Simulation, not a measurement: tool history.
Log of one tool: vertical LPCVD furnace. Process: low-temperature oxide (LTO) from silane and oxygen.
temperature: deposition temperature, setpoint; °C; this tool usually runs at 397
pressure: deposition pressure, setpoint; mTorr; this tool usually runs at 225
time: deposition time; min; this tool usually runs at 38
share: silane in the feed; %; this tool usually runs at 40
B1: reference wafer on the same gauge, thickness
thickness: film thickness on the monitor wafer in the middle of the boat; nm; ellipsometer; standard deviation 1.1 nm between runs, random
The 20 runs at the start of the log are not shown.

{"run": 21, "hour": 296.5, "temperature": 388, "pressure": 255, "time": 46, "share": 32, "B1": 264.77, "thickness": 302.71}
{"run": 22, "hour": 301.8, "temperature": 397, "pressure": 225, "time": 38, "share": 40, "B1": 264.72, "thickness": 327.39}
{"run": 23, "hour": 322.0, "temperature": 397, "pressure": 225, "time": 31.5, "share": 46, "B1": 265, "thickness": 320.75}
{"run": 24, "hour": 339.1, "temperature": 397, "pressure": 225, "time": 23.5, "share": 37, "B1": 264.96, "thickness": 185.18}
{"run": 25, "hour": 351.2, "temperature": 397, "pressure": 225, "time": 42, "share": 40, "B1": 264.87, "thickness": 365.51}
{"run": 26, "hour": 357.7, "temperature": 397, "pressure": 225, "time": 38, "share": 43, "B1": 265, "thickness": 359.99}
{"run": 27, "hour": 369.7, "temperature": 388, "pressure": 175, "time": 38, "share": 33, "B1": 264.88, "thickness": 179.1}
{"run": 28, "hour": 383.8, "temperature": 397, "pressure": 225, "time": 38, "share": 40, "B1": 264.89, "thickness": 327.85}
{"run": 29, "hour": 391.3, "temperature": 397, "pressure": 225, "time": 38, "share": 40, "B1": 264.83, "thickness": 329.17}
{"run": 30, "hour": 402.1, "temperature": 391, "pressure": 205, "time": 34, "share": 48, "B1": 264.81, "thickness": 305.75}
{"run": 31, "hour": 415.1, "temperature": 408, "pressure": 260, "time": 47, "share": 37, "B1": 265.07, "thickness": 486.33}
{"run": 32, "hour": 424.3, "temperature": 397, "pressure": 225, "time": 38, "share": 40, "B1": 264.86, "thickness": 329.73}

Consider 3 possible next runs. They are alternatives, not a sequence: every one starts from the tool as it was left by run 32. What does each give?
{"run": "A", "hour": 428.5, "temperature": 397, "pressure": 225, "time": 38, "share": 47, "B1": "?", "thickness": "?"}
{"run": "B", "hour": 428.5, "temperature": 408, "pressure": 225, "time": 38, "share": 40, "B1": "?", "thickness": "?"}
{"run": "C", "hour": 428.5, "temperature": 400, "pressure": 270, "time": 38, "share": 40, "B1": "?", "thickness": "?"}

run=A B1=265.01 thickness=392.88
run=B B1=265.01 thickness=371.77
run=C B1=265.01 thickness=409.08
Take away the tool's hidden state, keep each run's random variation, and the runs would have read:
run=A thickness=390.75
run=B thickness=369.72
run=C thickness=406.76
